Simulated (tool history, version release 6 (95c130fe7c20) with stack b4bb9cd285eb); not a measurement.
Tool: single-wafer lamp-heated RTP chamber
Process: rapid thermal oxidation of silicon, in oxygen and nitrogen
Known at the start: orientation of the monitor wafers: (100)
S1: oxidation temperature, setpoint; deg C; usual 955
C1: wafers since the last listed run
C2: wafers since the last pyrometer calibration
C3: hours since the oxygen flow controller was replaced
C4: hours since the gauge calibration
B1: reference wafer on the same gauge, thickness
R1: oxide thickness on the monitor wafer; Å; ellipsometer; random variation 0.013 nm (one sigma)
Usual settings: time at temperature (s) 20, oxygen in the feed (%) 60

run 1 day=0.000 | S1=955 time_at_temperature_(s)=20 oxygen_in_the_feed_(%)=60 | C1=0 C2=2267 C3=3284.8 C4=366.7 | B1=2.724 | R1=26.45
run 2 day=1.979 | S1=955 time_at_temperature_(s)=20 oxygen_in_the_feed_(%)=60 | C1=466 C2=2734 C3=3332.3 C4=414.2 | B1=2.730 | R1=26.61
run 3 day=3.446 | S1=955 time_at_temperature_(s)=20 oxygen_in_the_feed_(%)=60 | C1=345 C2=3079 C3=3367.5 C4=449.4 | B1=2.728 | R1=26.71
-- day=4.583 pyrometer window cleaned and pyrometer calibrated
run 4 day=5.700 | S1=976 time_at_temperature_(s)=20 oxygen_in_the_feed_(%)=60 | C1=452 C2=262 C3=3421.6 C4=503.5 | B1=2.732 | R1=29.04
run 5 day=7.700 | S1=976 time_at_temperature_(s)=20 oxygen_in_the_feed_(%)=60 | C1=471 C2=734 C3=3469.6 C4=551.5 | B1=2.727 | R1=28.94
run 6 day=10.171 | S1=976 time_at_temperature_(s)=20 oxygen_in_the_feed_(%)=60 | C1=582 C2=1316 C3=3528.9 C4=610.8 | B1=2.731 | R1=29.19
run 7 day=16.671 | S1=955 time_at_temperature_(s)=20 oxygen_in_the_feed_(%)=60 | C1=1531 C2=2848 C3=3684.9 C4=766.8 | B1=2.730 | R1=26.83
-- day=17.462 pyrometer window cleaned and pyrometer calibrated
-- day=18.962 gauge calibrated
run 8 day=19.396 | S1=955 time_at_temperature_(s)=20 oxygen_in_the_feed_(%)=60 | C1=563 C2=455 C3=3750.3 C4=10.4 | B1=2.730 | R1=26.74
run 9 day=20.404 | S1=955 time_at_temperature_(s)=20 oxygen_in_the_feed_(%)=60 | C1=237 C2=693 C3=3774.5 C4=34.6 | B1=2.730 | R1=26.57
run 10 day=22.046 | S1=955 time_at_temperature_(s)=20 oxygen_in_the_feed_(%)=60 | C1=386 C2=1080 C3=3813.9 C4=74.0 | B1=2.733 | R1=26.42
-- day=27.042 oxygen flow controller replaced
run 11 day=27.496 | S1=955 time_at_temperature_(s)=20 oxygen_in_the_feed_(%)=60 | C1=1205 C2=2286 C3=10.9 C4=204.8 | B1=2.727 | R1=26.26
run 12 day=29.912 | S1=955 time_at_temperature_(s)=20 oxygen_in_the_feed_(%)=38 | C1=569 C2=2855 C3=68.9 C4=262.8 | B1=2.727 | R1=24.95
run 13 day=31.667 | S1=955 time_at_temperature_(s)=20 oxygen_in_the_feed_(%)=38 | C1=413 C2=3269 C3=111.0 C4=304.9 | B1=2.730 | R1=24.74
-- day=32.704 pyrometer window cleaned and pyrometer calibrated
run 14 day=34.021 | S1=955 time_at_temperature_(s)=20 oxygen_in_the_feed_(%)=38 | C1=476 C2=310 C3=167.5 C4=361.4 | B1=2.728 | R1=24.90
run 15 day=36.017 | S1=955 time_at_temperature_(s)=20 oxygen_in_the_feed_(%)=60 | C1=470 C2=780 C3=215.4 C4=409.3 | B1=2.731 | R1=26.61
run 16 day=37.792 | S1=972 time_at_temperature_(s)=25 oxygen_in_the_feed_(%)=60 | C1=418 C2=1198 C3=258.0 C4=451.9 | B1=2.733 | R1=30.53
run 17 day=40.500 | S1=944 time_at_temperature_(s)=24 oxygen_in_the_feed_(%)=73 | C1=638 C2=1837 C3=323.0 C4=516.9 | B1=2.728 | R1=27.49
run 18 day=43.146 | S1=955 time_at_temperature_(s)=20 oxygen_in_the_feed_(%)=52 | C1=623 C2=2460 C3=386.5 C4=580.4 | B1=2.732 | R1=26.06
-- day=44.738 pyrometer window cleaned and pyrometer calibrated
run 19 day=45.221 | S1=934 time_at_temperature_(s)=17 oxygen_in_the_feed_(%)=60 | C1=410 C2=113 C3=436.3 C4=630.2 | B1=2.725 | R1=23.85
run 20 day=47.979 | S1=976 time_at_temperature_(s)=20 oxygen_in_the_feed_(%)=60 | C1=650 C2=764 C3=502.5 C4=696.4 | B1=2.729 | R1=28.92

The next listed run, before its measurement:
-- day=49.221 gauge calibrated
run 21 day=50.567 | S1=936 time_at_temperature_(s)=24 oxygen_in_the_feed_(%)=60 | C1=609 C2=1373 C3=564.6 C4=32.3 | B1=? | R1=?

Run 21 gave B1 2.728, R1 25.79 Å.
Without the tool's hidden state the same run would have given R1 25.79 Å.
